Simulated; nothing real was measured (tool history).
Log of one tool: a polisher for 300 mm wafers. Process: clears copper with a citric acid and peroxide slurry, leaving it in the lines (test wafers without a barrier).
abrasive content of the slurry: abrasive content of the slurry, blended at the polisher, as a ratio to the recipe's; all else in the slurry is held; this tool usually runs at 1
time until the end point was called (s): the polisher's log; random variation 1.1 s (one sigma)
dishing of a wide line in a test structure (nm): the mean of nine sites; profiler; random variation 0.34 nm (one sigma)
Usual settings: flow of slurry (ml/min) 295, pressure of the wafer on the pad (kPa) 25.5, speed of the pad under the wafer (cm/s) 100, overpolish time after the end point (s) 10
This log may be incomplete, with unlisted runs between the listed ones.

run,hour,flow of slurry (ml/min),pressure of the wafer on the pad (kPa),speed of the pad under the wafer (cm/s),abrasive content of the slurry,overpolish time after the end point (s),"incoming thickness of the incoming film, nm",time until the end point was called (s),dishing of a wide line in a test structure (nm)
1,0,295,25.5,100,1,10,301.6,114.3,19.3
2,31.2,295,25.5,100,1,10,305.9,120.7,18.5
3,59.1,295,25.5,100,1,10,308.6,120.7,18.2
# hour 74.3: slurry blender recalibrated
4,80.2,295,25.5,100,1,10,309.1,114.4,19.9
5,106.8,295,25.5,100,1,10,307.2,116.3,18.9
# hour 132.6: worn pad replaced by a new one
6,141.5,295,25.5,100,1,10,303.6,120,18.8
7,220.2,295,25.5,100,1,10,306.3,128.4,17.5
# hour 240.8: slurry blender recalibrated
8,242.5,295,25.5,100,1,10,302.5,114.1,18.5
# hour 273.9: slurry nozzle cleaned
# hour 274.8: worn pad replaced by a new one
9,276.7,295,25.5,100,1,10,308.1,110.2,19.8
10,294.6,295,25.5,100,1,10,304.2,112,19.7
# hour 310.1: head pressure recalibrated
11,310.6,295,25.5,100,1,10,305.1,111.3,19
12,338.8,295,25.5,100,1,10,306.5,115.3,19
13,363.4,295,25.5,100,1,10,305.4,121.7,18.8
# hour 369.4: slurry blender recalibrated
14,393.8,325,25.5,100,1,10,304.8,111.7,20
15,414.3,295,25.5,100,1,10,306.4,114.2,19.7
# hour 424.7: worn pad replaced by a new one
16,432.6,255,32.4,112,1,10,309.8,86.3,25.3
17,461.8,295,20.7,100,0.8,10,304.3,154.1,14.8
18,481.9,295,25.5,126,1,7,298.6,98.2,15.4
19,494.6,250,20,132,1,10,303.8,126.5,17.4
# hour 503.9: slurry blender recalibrated
20,522.8,295,31,76,1,10,309.2,120.8,19.2
21,558.1,295,25.5,86,1,10,301.2,132,17
# hour 569.4: worn pad replaced by a new one
22,579.3,295,25.5,100,1,10,308.4,120.6,17.9
23,601.6,390,20.7,100,0.8,5,302.5,149.1,7.7
24,623.5,295,25.5,100,1,10,304.8,123.3,17.9

Run 25 is up next; what results do you expect?
# hour 630: slurry blender recalibrated
25,635.8,295,25.5,86,0.85,10,308.2,?,?

{"run 25": {"time until the end point was called (s)": 135.9, "dishing of a wide line in a test structure (nm)": 16.9}}
On a tool with no hidden condition, and with the same random variation, this run would have come out at time until the end point was called (s) 126.7, dishing of a wide line in a test structure (nm) 18.

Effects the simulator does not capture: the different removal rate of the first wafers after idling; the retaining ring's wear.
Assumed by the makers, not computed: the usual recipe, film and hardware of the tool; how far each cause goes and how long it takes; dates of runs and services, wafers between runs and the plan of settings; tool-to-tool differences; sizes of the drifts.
